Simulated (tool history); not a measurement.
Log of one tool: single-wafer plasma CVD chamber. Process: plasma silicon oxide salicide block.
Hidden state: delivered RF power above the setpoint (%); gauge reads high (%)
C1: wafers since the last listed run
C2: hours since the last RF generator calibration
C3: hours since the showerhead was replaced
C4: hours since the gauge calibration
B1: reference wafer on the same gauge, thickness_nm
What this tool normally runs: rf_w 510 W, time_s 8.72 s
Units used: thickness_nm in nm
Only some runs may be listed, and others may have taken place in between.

Run 1, hour 0: usual settings but time_s 7.98 s; C1 0; C2 1593.3; C3 6264.1; C4 58.3; B1 87.111. Result: thickness_nm 73.859 nm.
Run 2, hour 7.7: usual settings; C1 344; C2 1601; C3 6271.8; C4 66; B1 87.038. Result: thickness_nm 80.585 nm.
Run 3, hour 16: usual settings; C1 371; C2 1609.3; C3 6280.1; C4 74.3; B1 87.098. Result: thickness_nm 80.587 nm.
Run 4, hour 22: usual settings; C1 268; C2 1615.3; C3 6286.1; C4 80.3; B1 87.082. Result: thickness_nm 80.728 nm.
Run 5, hour 34.4: usual settings; C1 555; C2 1627.7; C3 6298.5; C4 92.7; B1 87.132. Result: thickness_nm 80.694 nm.
At hour 49.2: showerhead replaced.
Run 6, hour 49.7: usual settings but rf_w 540 W, time_s 9.73 s; C1 326; C2 1643; C3 0.5; C4 108; B1 87.112. Result: thickness_nm 92.485 nm.
Run 7, hour 58.6: usual settings; C1 398; C2 1651.9; C3 9.4; C4 116.9; B1 87.093. Result: thickness_nm 80.61 nm.
At hour 60.7: gauge calibrated.
Run 8, hour 69.4: usual settings but rf_w 575 W, time_s 7.31 s; C1 483; C2 1662.7; C3 20.2; C4 8.7; B1 87.079. Result: thickness_nm 71.127 nm.
At hour 77.6: RF generator calibrated.
Run 9, hour 86.8: usual settings; C1 420; C2 9.2; C3 37.6; C4 26.1; B1 87.131. Result: thickness_nm 80.795 nm.
Run 10, hour 98: usual settings but time_s 10.17 s; C1 501; C2 20.4; C3 48.8; C4 37.3; B1 87.109. Result: thickness_nm 94.076 nm.
Run 11, hour 115.3: usual settings; C1 774; C2 37.7; C3 66.1; C4 54.6; B1 87.102. Result: thickness_nm 80.397 nm.
Run 12, hour 123.2: usual settings but rf_w 440 W, time_s 9.99 s; C1 353; C2 45.6; C3 74; C4 62.5; B1 87.075. Result: thickness_nm 86.582 nm.
Run 13, hour 139.7: usual settings but rf_w 460 W, time_s 7.4 s; C1 738; C2 62.1; C3 90.5; C4 79; B1 87.064. Result: thickness_nm 65.429 nm.
Run 14, hour 147.6: usual settings but time_s 10.02 s; C1 353; C2 70; C3 98.4; C4 86.9; B1 87.103. Result: thickness_nm 92.82 nm.

For run 15, what comes out?
Run 15, hour 158.1: usual settings but rf_w 435 W, time_s 7.93 s; C1 470; C2 80.5; C3 108.9; C4 97.4; B1 ?. Result: thickness_nm ?.

B1: 87.115
thickness_nm: 68.344 nm
Take away the tool's hidden state, keep the run-to-run variation as it was, and the same run would have given thickness_nm 68.344 nm.
